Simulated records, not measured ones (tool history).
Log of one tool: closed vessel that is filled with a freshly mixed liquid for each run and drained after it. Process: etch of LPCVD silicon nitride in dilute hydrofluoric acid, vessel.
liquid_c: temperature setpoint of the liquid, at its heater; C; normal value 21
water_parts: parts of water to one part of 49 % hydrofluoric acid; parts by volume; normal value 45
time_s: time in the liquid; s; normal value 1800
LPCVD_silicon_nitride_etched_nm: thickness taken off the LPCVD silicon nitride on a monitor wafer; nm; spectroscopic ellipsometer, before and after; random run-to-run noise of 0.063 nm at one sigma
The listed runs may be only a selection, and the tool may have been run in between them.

run	hour	liquid_c	water_parts	time_s	read-back film thickness of the LPCVD silicon nitride reference wafer, read on the same gauge (nm)	LPCVD_silicon_nitride_etched_nm
1	0	21	45	2230	40.01	15.63
2	40.6	21	45	2230	39.97	15.87
3	71.3	21	45	2230	39.99	15.81
4	100.4	21	45	1800	40.02	12.79
5	147	21	45	1800	40.01	12.91
6	204.8	21	45	1800	39.99	12.81
7	255.3	21	45	2455	39.99	17.54
8	282.4	21	45	2455	40.02	16.41
9	350.4	21	45	1800	40.01	12.16
10	417.9	21	45	1800	39.99	12.07
11	454.9	21	45	1800	40.01	12.06
12	479.7	21	45	1800	39.98	12.13
13	517.2	21	45	1800	40	12.29
14	553.7	21	45	1800	40.01	12.21
15	624.4	21	45	1800	39.98	12.27
16	659.4	21	45	1800	40.01	12.21
17	778.1	24.5	30	2260	39.99	29.55
18	833.7	21	45	1800	40.02	12.42
19	861.3	21	45	1800	40.01	12.37
20	890.9	21	45	1800	39.97	12.47
21	929.1	21	45	1800	39.98	12.52
22	987.5	25.5	35	2155	40	26
23	1045.7	17	35	1135	40.01	7.63
24	1072.7	22.5	45	2765	40.02	21.28
25	1102.4	24.5	50	2435	40	19.49
26	1174.1	21	30	1240	40	12.97
27	1232.4	21	45	1800	40	12.02
28	1270.9	21	50	1800	40.03	10.95
29	1310.8	24	65	1800	40	10.37
30	1372.8	21	50	2430	40.01	14.62
31	1586.2	21	30	1240	40.01	12.66
32	1634.1	23	60	1800	40.04	10.72

Withheld: 4 entries from between the runs. Position of each, and hidden state at the listed run before versus the listed run after:
Between runs 7 and 8: thermometer replaced (hour 281.9)
  liquid hotter than its thermometer reads (K): 1.09 -> 0.0396
  difference, measured minus the result without the unlogged condition, LPCVD_silicon_nitride_etched_nm: +1.27 -> +0.04 nm
Between runs 14 and 15: hydrofluoric acid flow meter replaced (hour 560.8)
  liquid hotter than its thermometer reads (K): 0.29 -> 0.356
  difference, measured minus the result without the unlogged condition, LPCVD_silicon_nitride_etched_nm: +0.24 -> +0.3 nm
Between runs 26 and 27: thermometer replaced (hour 1207.2); gauge calibrated (hour 1231.8)
  liquid hotter than its thermometer reads (K): 0.864 -> 0.103
  difference, measured minus the result without the unlogged condition, LPCVD_silicon_nitride_etched_nm: +0.75 -> +0.08 nm
